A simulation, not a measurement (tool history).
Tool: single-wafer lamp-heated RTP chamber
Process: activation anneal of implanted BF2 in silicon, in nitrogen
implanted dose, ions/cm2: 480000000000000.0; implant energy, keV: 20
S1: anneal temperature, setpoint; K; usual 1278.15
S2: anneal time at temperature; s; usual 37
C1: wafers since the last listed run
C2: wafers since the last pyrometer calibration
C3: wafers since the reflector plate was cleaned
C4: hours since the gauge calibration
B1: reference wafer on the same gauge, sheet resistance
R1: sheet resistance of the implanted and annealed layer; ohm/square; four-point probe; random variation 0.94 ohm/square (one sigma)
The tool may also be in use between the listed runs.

run 1 day=0.000 | S1=1278.15 S2=37 | C1=0 C2=4 C3=7021 C4=528.1 | B1=289.83 | R1=255.51
run 2 day=1.021 | S1=1278.15 S2=37 | C1=220 C2=224 C3=7241 C4=552.6 | B1=289.90 | R1=256.51
run 3 day=2.262 | S1=1278.15 S2=37 | C1=267 C2=492 C3=7508 C4=582.4 | B1=289.94 | R1=256.71
run 4 day=3.438 | S1=1290.15 S2=54 | C1=253 C2=745 C3=7762 C4=610.6 | B1=290.28 | R1=246.33
run 5 day=4.688 | S1=1264.15 S2=31 | C1=269 C2=1014 C3=8031 C4=640.6 | B1=290.19 | R1=263.00
run 6 day=6.117 | S1=1264.15 S2=31 | C1=308 C2=1323 C3=8339 C4=674.9 | B1=290.00 | R1=264.06
run 7 day=10.025 | S1=1271.15 S2=37 | C1=842 C2=2165 C3=9182 C4=768.7 | B1=290.27 | R1=255.04
run 8 day=10.675 | S1=1271.15 S2=37 | C1=140 C2=2306 C3=9322 C4=784.3 | B1=290.01 | R1=257.17
run 9 day=11.350 | S1=1264.15 S2=37 | C1=145 C2=2451 C3=9468 C4=800.5 | B1=289.94 | R1=258.73
-- day=14.104 reflector plate cleaned
-- day=14.162 pyrometer window cleaned and pyrometer calibrated
run 10 day=15.638 | S1=1264.15 S2=37 | C1=840 C2=318 C3=318 C4=903.4 | B1=290.01 | R1=262.72
run 11 day=16.408 | S1=1301.15 S2=54 | C1=166 C2=484 C3=484 C4=921.9 | B1=290.43 | R1=244.26
run 12 day=17.288 | S1=1301.15 S2=54 | C1=189 C2=674 C3=674 C4=943.0 | B1=289.85 | R1=241.78
run 13 day=18.033 | S1=1278.15 S2=37 | C1=160 C2=834 C3=834 C4=960.9 | B1=289.93 | R1=255.39
run 14 day=18.879 | S1=1278.15 S2=37 | C1=182 C2=1017 C3=1017 C4=981.2 | B1=290.17 | R1=256.37
run 15 day=19.854 | S1=1278.15 S2=37 | C1=210 C2=1227 C3=1227 C4=1004.6 | B1=290.07 | R1=256.41
run 16 day=21.217 | S1=1278.15 S2=37 | C1=293 C2=1521 C3=1521 C4=1037.3 | B1=290.08 | R1=254.57
run 17 day=21.754 | S1=1296.15 S2=23 | C1=115 C2=1637 C3=1637 C4=1050.2 | B1=289.82 | R1=254.28
run 18 day=22.354 | S1=1264.15 S2=48 | C1=129 C2=1766 C3=1766 C4=1064.6 | B1=289.90 | R1=257.15
run 19 day=23.638 | S1=1278.15 S2=37 | C1=276 C2=2043 C3=2043 C4=1095.4 | B1=289.97 | R1=253.90
run 20 day=24.862 | S1=1278.15 S2=37 | C1=264 C2=2307 C3=2307 C4=1124.8 | B1=290.09 | R1=252.59
-- day=25.621 gauge calibrated
run 21 day=27.700 | S1=1259.15 S2=43 | C1=611 C2=2919 C3=2919 C4=49.9 | B1=290.22 | R1=259.03
-- day=29.133 pyrometer window cleaned and pyrometer calibrated
run 22 day=29.154 | S1=1278.15 S2=28 | C1=241 C2=4 C3=3161 C4=84.8 | B1=290.08 | R1=257.80
run 23 day=30.129 | S1=1289.15 S2=23 | C1=210 C2=215 C3=3371 C4=108.2 | B1=290.08 | R1=256.03
run 24 day=30.779 | S1=1291.15 S2=17 | C1=140 C2=355 C3=3511 C4=123.8 | B1=289.83 | R1=258.54
run 25 day=32.100 | S1=1278.15 S2=37 | C1=284 C2=640 C3=3796 C4=155.5 | B1=290.04 | R1=256.05
run 26 day=33.321 | S1=1278.15 S2=37 | C1=263 C2=903 C3=4059 C4=184.8 | B1=289.86 | R1=253.35
run 27 day=34.238 | S1=1278.15 S2=37 | C1=197 C2=1101 C3=4257 C4=206.8 | B1=289.97 | R1=255.55
run 28 day=35.050 | S1=1251.15 S2=20 | C1=175 C2=1276 C3=4432 C4=226.3 | B1=290.00 | R1=277.09
run 29 day=35.562 | S1=1278.15 S2=51 | C1=110 C2=1386 C3=4542 C4=238.6 | B1=289.80 | R1=253.28
run 30 day=37.029 | S1=1278.15 S2=49 | C1=316 C2=1702 C3=4859 C4=273.8 | B1=289.98 | R1=250.31
run 31 day=38.108 | S1=1269.15 S2=47 | C1=232 C2=1935 C3=5091 C4=299.7 | B1=290.32 | R1=255.36
run 32 day=39.462 | S1=1267.15 S2=37 | C1=291 C2=2227 C3=5383 C4=332.2 | B1=289.86 | R1=258.31
run 33 day=40.662 | S1=1278.15 S2=30 | C1=258 C2=2486 C3=5642 C4=361.0 | B1=290.07 | R1=254.55
-- day=42.267 pyrometer window cleaned and pyrometer calibrated
run 34 day=42.288 | S1=1278.15 S2=46 | C1=278 C2=4 C3=5921 C4=400.0 | B1=290.14 | R1=254.01
run 35 day=43.108 | S1=1278.15 S2=31 | C1=176 C2=181 C3=6098 C4=419.7 | B1=290.04 | R1=256.29
run 36 day=44.292 | S1=1278.15 S2=37 | C1=255 C2=436 C3=6353 C4=448.1 | B1=290.07 | R1=255.74
run 37 day=45.246 | S1=1261.15 S2=43 | C1=205 C2=642 C3=6558 C4=471.0 | B1=290.04 | R1=261.89

The same runs without the tool's hidden state, with the same run-to-run variation:
The hidden state here: true wafer temperature minus pyrometer reading, K; wafer temperature error from the tarnished reflector plate, K; gauge reads high (%).
run=1 R1=255.52
run=2 R1=256.54
run=3 R1=256.84
run=4 R1=246.58
run=5 R1=263.67
run=6 R1=265.19
run=7 R1=257.51
run=8 R1=259.98
run=9 R1=262.25
run=10 R1=262.79
run=11 R1=244.35
run=12 R1=241.94
run=13 R1=255.74
run=14 R1=256.89
run=15 R1=257.16
run=16 R1=255.70
run=17 R1=255.38
run=18 R1=258.99
run=19 R1=255.90
run=20 R1=255.12
run=21 R1=264.20
run=22 R1=258.26
run=23 R1=256.44
run=24 R1=258.96
run=25 R1=256.73
run=26 R1=254.22
run=27 R1=256.61
run=28 R1=279.97
run=29 R1=254.84
run=30 R1=252.32
run=31 R1=258.02
run=32 R1=261.62
run=33 R1=257.75
run=34 R1=254.25
run=35 R1=256.52
run=36 R1=256.05
run=37 R1=262.42
